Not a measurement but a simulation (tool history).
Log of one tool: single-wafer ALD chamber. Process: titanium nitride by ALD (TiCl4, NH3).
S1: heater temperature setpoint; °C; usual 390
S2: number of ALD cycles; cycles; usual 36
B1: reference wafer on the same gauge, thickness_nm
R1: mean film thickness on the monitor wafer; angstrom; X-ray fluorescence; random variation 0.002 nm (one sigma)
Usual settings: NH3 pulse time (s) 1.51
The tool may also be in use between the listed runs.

Run 1, hour 0: usual settings; B1 0.653. Result: R1 7.88 angstrom.
Run 2, hour 21.1: usual settings; B1 0.653. Result: R1 7.84 angstrom.
Run 3, hour 53.4: usual settings but S1 381 °C; B1 0.653. Result: R1 7.84 angstrom.
Run 4, hour 74.9: usual settings; B1 0.653. Result: R1 7.9 angstrom.
Run 5, hour 110.8: usual settings; B1 0.653. Result: R1 7.84 angstrom.
Run 6, hour 135.4: usual settings; B1 0.653. Result: R1 7.87 angstrom.
Run 7, hour 148.8: usual settings; B1 0.653. Result: R1 7.91 angstrom.
Run 8, hour 184.6: usual settings; B1 0.653. Result: R1 7.87 angstrom.
At hour 205.1: showerhead replaced.
Run 9, hour 205.6: usual settings but NH3 pulse time (s) 1.23; B1 0.653. Result: R1 7.8 angstrom.
Run 10, hour 229.7: usual settings; B1 0.653. Result: R1 7.91 angstrom.
Run 11, hour 260.6: usual settings but S1 404 °C, S2 32 cycles, NH3 pulse time (s) 1.32; B1 0.653. Result: R1 7.1 angstrom.
At hour 266.3: gauge calibrated.
At hour 298.6: thermocouple changed; heater temperature recalibrated.
Run 12, hour 299.1: usual settings but S1 384 °C, NH3 pulse time (s) 1.92; B1 0.653. Result: R1 7.93 angstrom.
Run 13, hour 310.5: usual settings but S1 404 °C, S2 43 cycles, NH3 pulse time (s) 2.03; B1 0.653. Result: R1 9.67 angstrom.
Run 14, hour 342.6: usual settings; B1 0.653. Result: R1 7.89 angstrom.
Run 15, hour 373.9: usual settings but S1 375 °C, S2 43 cycles, NH3 pulse time (s) 1.12; B1 0.653. Result: R1 8.98 angstrom.
Run 16, hour 397.2: usual settings but NH3 pulse time (s) 1.06; B1 0.653. Result: R1 7.78 angstrom.
Run 17, hour 412.5: usual settings but S1 404 °C, S2 43 cycles, NH3 pulse time (s) 2.03; B1 0.653. Result: R1 9.69 angstrom.

The tool's hidden state at each run:
wafer temperature above the value expected at the setpoint (K): 0 in every run
gauge reads high (%): 0 in every run
